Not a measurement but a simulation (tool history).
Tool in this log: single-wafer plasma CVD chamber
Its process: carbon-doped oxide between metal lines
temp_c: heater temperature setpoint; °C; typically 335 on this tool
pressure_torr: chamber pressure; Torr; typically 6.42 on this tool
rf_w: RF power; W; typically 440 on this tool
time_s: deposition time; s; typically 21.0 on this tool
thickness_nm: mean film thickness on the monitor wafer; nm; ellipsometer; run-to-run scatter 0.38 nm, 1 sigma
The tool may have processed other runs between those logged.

run   hour  temp_c  pressure_torr  rf_w  time_s  read-back reference wafer on the same gauge, thickness_nm  thickness_nm
  1    0.0     335           6.42   390    21.0                                                    107.880        94.300
  2   88.9     335           6.42   440    20.0                                                    107.927        98.961
  3  173.2     327           6.42   440    21.0                                                    108.029       106.138
  4  250.5     327           6.42   440    21.0                                                    107.965       105.641
     332.2  -- RF generator calibrated
  5  340.9     327           6.42   440    21.0                                                    107.907       105.481
  6  384.2     335           6.42   440    21.0                                                    107.943       103.263
  7  425.5     335           6.42   440    21.0                                                    107.896       103.124
  8  493.4     335           6.42   440    21.0                                                    108.070       102.432
     530.1  -- capacitance manometer re-zeroed and calibrated
  9  546.4     323           6.42   440    21.0                                                    108.204       106.426
     570.6  -- showerhead replaced
     575.8  -- thermocouple changed; heater temperature recalibrated
 10  644.3     335           4.88   465    21.0                                                    107.832       104.371
     660.8  -- gauge calibrated
 11  722.4     335           5.10   440    19.7                                                    107.922        95.032
 12  777.3     347           7.54   395    19.8                                                    108.189        88.411
 13  824.2     349           5.76   440    24.8                                                    108.197       116.277
 14  910.0     335           6.42   440    21.0                                                    108.053       104.824
 15  959.0     335           6.42   405    21.0                                                    108.004        97.858

Predict each of these 4 candidate next runs independently; none follows another, all start after run 15:
  A  959.4     335           6.42   440    21.0                                                          ?             ?
  B  959.4     324           6.42   440    22.4                                                          ?             ?
  C  959.4     335           5.09   440    19.7                                                          ?             ?
  D  959.4     341           6.42   440    17.8                                                          ?             ?

run  read-back reference wafer on the same gauge, thickness_nm  thickness_nm
  A                                                    107.722       104.172
  B                                                    107.722       114.816
  C                                                    107.722        94.909
  D                                                    107.722        87.024
What these runs would have given with no unlogged condition in the tool:
run  thickness_nm
  A       104.039
  B       114.654
  C        94.788
  D        86.920
